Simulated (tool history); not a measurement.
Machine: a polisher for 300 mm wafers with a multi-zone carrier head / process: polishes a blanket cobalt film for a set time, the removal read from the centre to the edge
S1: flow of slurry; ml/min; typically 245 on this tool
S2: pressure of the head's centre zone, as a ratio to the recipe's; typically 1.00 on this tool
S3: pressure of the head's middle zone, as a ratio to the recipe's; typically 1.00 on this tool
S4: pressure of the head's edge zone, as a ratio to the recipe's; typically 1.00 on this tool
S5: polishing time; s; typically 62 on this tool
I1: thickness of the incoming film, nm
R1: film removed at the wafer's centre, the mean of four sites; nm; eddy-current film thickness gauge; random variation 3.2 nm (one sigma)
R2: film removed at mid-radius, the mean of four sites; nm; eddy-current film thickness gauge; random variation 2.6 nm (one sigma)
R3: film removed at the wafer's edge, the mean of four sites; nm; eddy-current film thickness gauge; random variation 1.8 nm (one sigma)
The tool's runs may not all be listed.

Run 1, hour 0.0: usual settings; I1 1177.8. Result: R1 268.5 nm, R2 231.1 nm, R3 241.6 nm.
At hour 54.3: worn pad replaced by a new one.
Run 2, hour 92.7: usual settings but S3 0.97; I1 1164.6. Result: R1 264.4 nm, R2 229.0 nm, R3 244.7 nm.
Run 3, hour 155.8: usual settings; I1 1180.4. Result: R1 265.8 nm, R2 231.8 nm, R3 244.3 nm.
Run 4, hour 240.8: usual settings; I1 1171.1. Result: R1 264.7 nm, R2 234.4 nm, R3 240.9 nm.
Run 5, hour 332.3: usual settings; I1 1169.4. Result: R1 266.3 nm, R2 234.4 nm, R3 238.6 nm.
Run 6, hour 393.3: usual settings; I1 1170.7. Result: R1 269.5 nm, R2 229.6 nm, R3 246.4 nm.
At hour 460.8: worn pad replaced by a new one.
Run 7, hour 478.3: usual settings but S1 180 ml/min, S2 0.96; I1 1166.4. Result: R1 240.7 nm, R2 223.9 nm, R3 232.3 nm.
At hour 562.7: edge zone pressure recalibrated.
Run 8, hour 572.7: usual settings but S1 180 ml/min, S2 0.96; I1 1172.2. Result: R1 249.7 nm, R2 223.6 nm, R3 231.3 nm.
At hour 622.4: centre zone pressure recalibrated.
Run 9, hour 630.7: usual settings but S1 220 ml/min, S2 1.05; I1 1183.2. Result: R1 257.1 nm, R2 231.8 nm, R3 238.5 nm.
At hour 646.9: slurry nozzle cleaned.
Run 10, hour 696.1: usual settings but S4 1.09; I1 1155.0. Result: R1 238.1 nm, R2 231.1 nm, R3 253.0 nm.
Run 11, hour 742.0: usual settings but S2 0.91, S5 82 s; I1 1159.7. Result: R1 296.2 nm, R2 312.0 nm, R3 324.0 nm.
Run 12, hour 835.0: usual settings but S2 0.88, S3 0.96, S4 0.88, S5 82 s; I1 1169.8. Result: R1 287.9 nm, R2 297.6 nm, R3 298.8 nm.
At hour 874.4: worn pad replaced by a new one.
Run 13, hour 921.1: usual settings but S2 0.90, S3 0.96; I1 1177.7. Result: R1 221.3 nm, R2 225.8 nm, R3 241.2 nm.
Run 14, hour 990.4: usual settings but S2 0.97, S5 42 s; I1 1184.3. Result: R1 164.5 nm, R2 157.2 nm, R3 164.0 nm.
Run 15, hour 1066.5: usual settings but S3 1.11, S5 71 s; I1 1169.7. Result: R1 289.8 nm, R2 298.1 nm, R3 279.5 nm.
At hour 1198.6: edge zone pressure recalibrated.
At hour 1209.3: carrier head's membrane replaced by a new one.
At hour 1346.4: slurry nozzle cleaned.
At hour 1355.8: worn pad replaced by a new one.
Run 16, hour 1369.5: usual settings but S2 1.08, S3 0.95; I1 1168.6. Result: R1 283.5 nm, R2 227.4 nm, R3 241.8 nm.
Run 17, hour 1464.1: usual settings but S3 1.07; I1 1162.9. Result: R1 260.1 nm, R2 250.0 nm, R3 244.1 nm.
Run 18, hour 1512.3: usual settings; I1 1173.0. Result: R1 259.2 nm, R2 232.2 nm, R3 245.7 nm.
Run 19, hour 1615.1: usual settings but S3 0.95, S4 0.90; I1 1172.8. Result: R1 262.6 nm, R2 223.3 nm, R3 232.3 nm.
Run 20, hour 1681.5: usual settings; I1 1161.4. Result: R1 271.7 nm, R2 233.8 nm, R3 242.3 nm.
At hour 1750.8: worn pad replaced by a new one.
Run 21, hour 1751.3: usual settings but S1 215 ml/min, S3 0.88, S4 1.07, S5 81 s; I1 1163.4. Result: R1 347.5 nm, R2 273.2 nm, R3 319.2 nm.
Run 22, hour 1837.0: usual settings; I1 1157.1. Result: R1 271.4 nm, R2 234.5 nm, R3 241.8 nm.

Each row is a separate what-if for the run after 22, all from the same tool condition, not one after another. Results?
Run A, hour 1837.4: usual settings but S4 0.88; I1 1164.2. Result: R1 ?, R2 ?, R3 ?.
Run B, hour 1837.4: usual settings but S3 0.95, S4 1.10; I1 1164.2. Result: R1 ?, R2 ?, R3 ?.
Run C, hour 1837.4: usual settings but S1 165 ml/min, S2 1.12, S3 0.90, S5 78 s; I1 1164.2. Result: R1 ?, R2 ?, R3 ?.
Run D, hour 1837.4: usual settings but S1 285 ml/min, S3 1.09; I1 1164.2. Result: R1 ?, R2 ?, R3 ?.

run     R1     R2     R3
  A  260.8  234.7  228.3
  B  260.7  225.2  254.2
  C  341.0  254.1  290.8
  D  266.2  256.2  245.4
Stripped of hidden state, with their random variation kept, the same runs would have yielded:
run     R1     R2     R3
  A  232.5  234.9  228.3
  B  232.4  225.4  254.2
  C  304.3  254.3  290.8
  D  237.4  256.3  245.4

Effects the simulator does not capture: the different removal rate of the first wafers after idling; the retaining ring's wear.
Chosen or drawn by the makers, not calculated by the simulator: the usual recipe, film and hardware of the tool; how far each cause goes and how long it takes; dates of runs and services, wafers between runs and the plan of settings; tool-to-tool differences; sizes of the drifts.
